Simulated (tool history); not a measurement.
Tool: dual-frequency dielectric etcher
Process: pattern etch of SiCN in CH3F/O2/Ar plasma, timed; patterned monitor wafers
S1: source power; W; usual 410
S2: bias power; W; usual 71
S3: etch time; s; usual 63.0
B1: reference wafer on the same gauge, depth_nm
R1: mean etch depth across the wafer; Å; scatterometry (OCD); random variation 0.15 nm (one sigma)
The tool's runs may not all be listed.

| run | hour | S1 | S2 | S3 | B1 | R1 |
|---|---|---|---|---|---|---|
| 1 | 0.0 | 410 | 71 | 63.0 | 21.26 | 245.2 |
| 2 | 14.3 | 410 | 71 | 63.0 | 21.30 | 246.2 |
| 3 | 41.2 | 410 | 71 | 63.0 | 21.25 | 244.3 |
| 4 | 56.7 | 410 | 71 | 63.0 | 21.21 | 243.9 |
| 5 | 77.0 | 410 | 71 | 58.0 | 21.20 | 223.1 |
|  | 125.0 | upper electrode replaced |
| 6 | 168.4 | 410 | 71 | 58.0 | 21.17 | 222.2 |
| 7 | 184.6 | 410 | 71 | 63.0 | 21.16 | 242.9 |
|  | 219.3 | wet clean of the chamber |
| 8 | 219.8 | 410 | 71 | 63.0 | 21.11 | 244.5 |
| 9 | 220.1 | 410 | 71 | 63.0 | 21.07 | 241.0 |
|  | 228.2 | source power generator calibrated |
|  | 230.5 | bias power generator calibrated |
| 10 | 234.0 | 410 | 71 | 63.0 | 21.06 | 244.1 |
| 11 | 259.4 | 410 | 71 | 63.0 | 21.05 | 243.2 |
| 12 | 274.9 | 410 | 81 | 63.0 | 21.05 | 253.7 |
| 13 | 302.0 | 410 | 81 | 63.0 | 21.01 | 254.6 |
| 14 | 314.8 | 470 | 60 | 68.5 | 21.01 | 263.2 |
| 15 | 349.5 | 410 | 62 | 79.5 | 20.99 | 291.8 |
| 16 | 375.1 | 490 | 61 | 63.0 | 20.97 | 247.3 |
| 17 | 410.7 | 410 | 56 | 53.0 | 20.95 | 188.1 |
| 18 | 423.9 | 410 | 71 | 76.0 | 20.91 | 292.0 |
| 19 | 455.3 | 410 | 71 | 63.0 | 20.85 | 238.6 |
| 20 | 479.6 | 370 | 88 | 70.0 | 20.84 | 272.0 |
|  | 480.2 | gauge calibrated |
| 21 | 499.0 | 470 | 71 | 53.0 | 21.29 | 217.6 |
| 22 | 511.7 | 380 | 61 | 72.0 | 21.26 | 260.3 |
| 23 | 528.3 | 410 | 86 | 63.0 | 21.31 | 259.4 |
| 24 | 559.2 | 340 | 71 | 72.5 | 21.23 | 256.9 |

Forecast run 25:
| 25 | 578.5 | 380 | 61 | 72.0 | ? | ? |

{"run 25": {"B1": 21.2, "R1": 261.0}}
Without the tool's hidden state the same run would have given R1 261.8 Å.
